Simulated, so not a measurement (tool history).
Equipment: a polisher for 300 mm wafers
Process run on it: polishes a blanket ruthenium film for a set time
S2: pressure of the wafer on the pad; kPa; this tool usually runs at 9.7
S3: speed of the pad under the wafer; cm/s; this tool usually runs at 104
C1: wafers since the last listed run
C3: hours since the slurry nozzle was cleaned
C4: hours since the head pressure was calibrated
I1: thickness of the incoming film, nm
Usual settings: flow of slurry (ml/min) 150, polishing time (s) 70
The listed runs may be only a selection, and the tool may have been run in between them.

{"run": 1, "day": 0.0, "flow of slurry (ml/min)": 150, "S2": 9.7, "S3": 104, "polishing time (s)": 70, "C1": 0, "wafers polished on this pad": 625, "C3": 640.8, "C4": 334.3, "I1": 531.4, "film removed (angstrom)": 498}
{"run": 2, "day": 0.421, "flow of slurry (ml/min)": 150, "S2": 9.7, "S3": 104, "polishing time (s)": 70, "C1": 75, "wafers polished on this pad": 701, "C3": 650.9, "C4": 344.4, "I1": 524.7, "film removed (angstrom)": 503}
{"run": 3, "day": 0.729, "flow of slurry (ml/min)": 125, "S2": 9.7, "S3": 104, "polishing time (s)": 70, "C1": 55, "wafers polished on this pad": 757, "C3": 658.3, "C4": 351.8, "I1": 531.8, "film removed (angstrom)": 484}
{"run": 4, "day": 1.046, "flow of slurry (ml/min)": 150, "S2": 11.7, "S3": 104, "polishing time (s)": 70, "C1": 57, "wafers polished on this pad": 814, "C3": 665.9, "C4": 359.4, "I1": 534.0, "film removed (angstrom)": 595}
{"run": 5, "day": 1.333, "flow of slurry (ml/min)": 150, "S2": 11.7, "S3": 104, "polishing time (s)": 70, "C1": 51, "wafers polished on this pad": 866, "C3": 672.8, "C4": 366.3, "I1": 520.3, "film removed (angstrom)": 590}
{"run": 6, "day": 1.908, "flow of slurry (ml/min)": 150, "S2": 11.7, "S3": 104, "polishing time (s)": 70, "C1": 103, "wafers polished on this pad": 970, "C3": 686.6, "C4": 380.1, "I1": 525.4, "film removed (angstrom)": 586}
{"run": 7, "day": 2.371, "flow of slurry (ml/min)": 150, "S2": 9.7, "S3": 104, "polishing time (s)": 70, "C1": 83, "wafers polished on this pad": 1053, "C3": 697.7, "C4": 391.2, "I1": 532.0, "film removed (angstrom)": 483}
{"run": 8, "day": 3.1, "flow of slurry (ml/min)": 150, "S2": 9.7, "S3": 104, "polishing time (s)": 70, "C1": 131, "wafers polished on this pad": 1185, "C3": 715.2, "C4": 408.7, "I1": 535.1, "film removed (angstrom)": 487}
{"day": 3.438, "done": "head pressure recalibrated"}
{"day": 3.538, "done": "slurry nozzle cleaned"}
{"day": 3.633, "done": "worn pad replaced by a new one, of another model than before"}
{"run": 9, "day": 3.733, "flow of slurry (ml/min)": 115, "S2": 11.0, "S3": 126, "polishing time (s)": 70, "C1": 74, "wafers polished on this pad": 17, "C3": 4.7, "C4": 7.1, "I1": 529.8, "film removed (angstrom)": 620}
{"run": 10, "day": 4.196, "flow of slurry (ml/min)": 150, "S2": 9.7, "S3": 136, "polishing time (s)": 62, "C1": 83, "wafers polished on this pad": 101, "C3": 15.8, "C4": 18.2, "I1": 540.3, "film removed (angstrom)": 540}
{"run": 11, "day": 4.658, "flow of slurry (ml/min)": 150, "S2": 9.7, "S3": 104, "polishing time (s)": 92, "C1": 83, "wafers polished on this pad": 184, "C3": 26.9, "C4": 29.3, "I1": 533.5, "film removed (angstrom)": 684}
{"run": 12, "day": 4.938, "flow of slurry (ml/min)": 150, "S2": 9.7, "S3": 104, "polishing time (s)": 70, "C1": 50, "wafers polished on this pad": 235, "C3": 33.6, "C4": 36.0, "I1": 529.3, "film removed (angstrom)": 515}
{"run": 13, "day": 5.367, "flow of slurry (ml/min)": 165, "S2": 9.7, "S3": 134, "polishing time (s)": 70, "C1": 77, "wafers polished on this pad": 312, "C3": 43.9, "C4": 46.3, "I1": 529.7, "film removed (angstrom)": 629}
{"run": 14, "day": 5.883, "flow of slurry (ml/min)": 180, "S2": 9.7, "S3": 132, "polishing time (s)": 51, "C1": 93, "wafers polished on this pad": 405, "C3": 56.3, "C4": 58.7, "I1": 534.3, "film removed (angstrom)": 453}

Each row is a separate what-if for the run after 14, all from the same tool condition, not one after another. Results?
{"run": "A", "day": 5.9, "flow of slurry (ml/min)": 120, "S2": 9.7, "S3": 104, "polishing time (s)": 70, "C1": 3, "wafers polished on this pad": 408, "C3": 56.7, "C4": 59.1, "I1": 534.0, "film removed (angstrom)": "?"}
{"run": "B", "day": 5.9, "flow of slurry (ml/min)": 190, "S2": 7.6, "S3": 90, "polishing time (s)": 70, "C1": 3, "wafers polished on this pad": 408, "C3": 56.7, "C4": 59.1, "I1": 534.0, "film removed (angstrom)": "?"}
{"run": "C", "day": 5.9, "flow of slurry (ml/min)": 165, "S2": 7.6, "S3": 104, "polishing time (s)": 82, "C1": 3, "wafers polished on this pad": 408, "C3": 56.7, "C4": 59.1, "I1": 534.0, "film removed (angstrom)": "?"}
{"run": "D", "day": 5.9, "flow of slurry (ml/min)": 150, "S2": 6.9, "S3": 104, "polishing time (s)": 79, "C1": 3, "wafers polished on this pad": 408, "C3": 56.7, "C4": 59.1, "I1": 534.0, "film removed (angstrom)": "?"}
{"run": "E", "day": 5.9, "flow of slurry (ml/min)": 150, "S2": 9.7, "S3": 116, "polishing time (s)": 70, "C1": 3, "wafers polished on this pad": 408, "C3": 56.7, "C4": 59.1, "I1": 534.0, "film removed (angstrom)": "?"}

run=A film_removed_(angstrom)=501
run=B film_removed_(angstrom)=430
run=C film_removed_(angstrom)=547
run=D film_removed_(angstrom)=503
run=E film_removed_(angstrom)=554
Without the tool's hidden state the same runs would have given:
run=A film_removed_(angstrom)=507
run=B film_removed_(angstrom)=435
run=C film_removed_(angstrom)=554
run=D film_removed_(angstrom)=509
run=E film_removed_(angstrom)=561
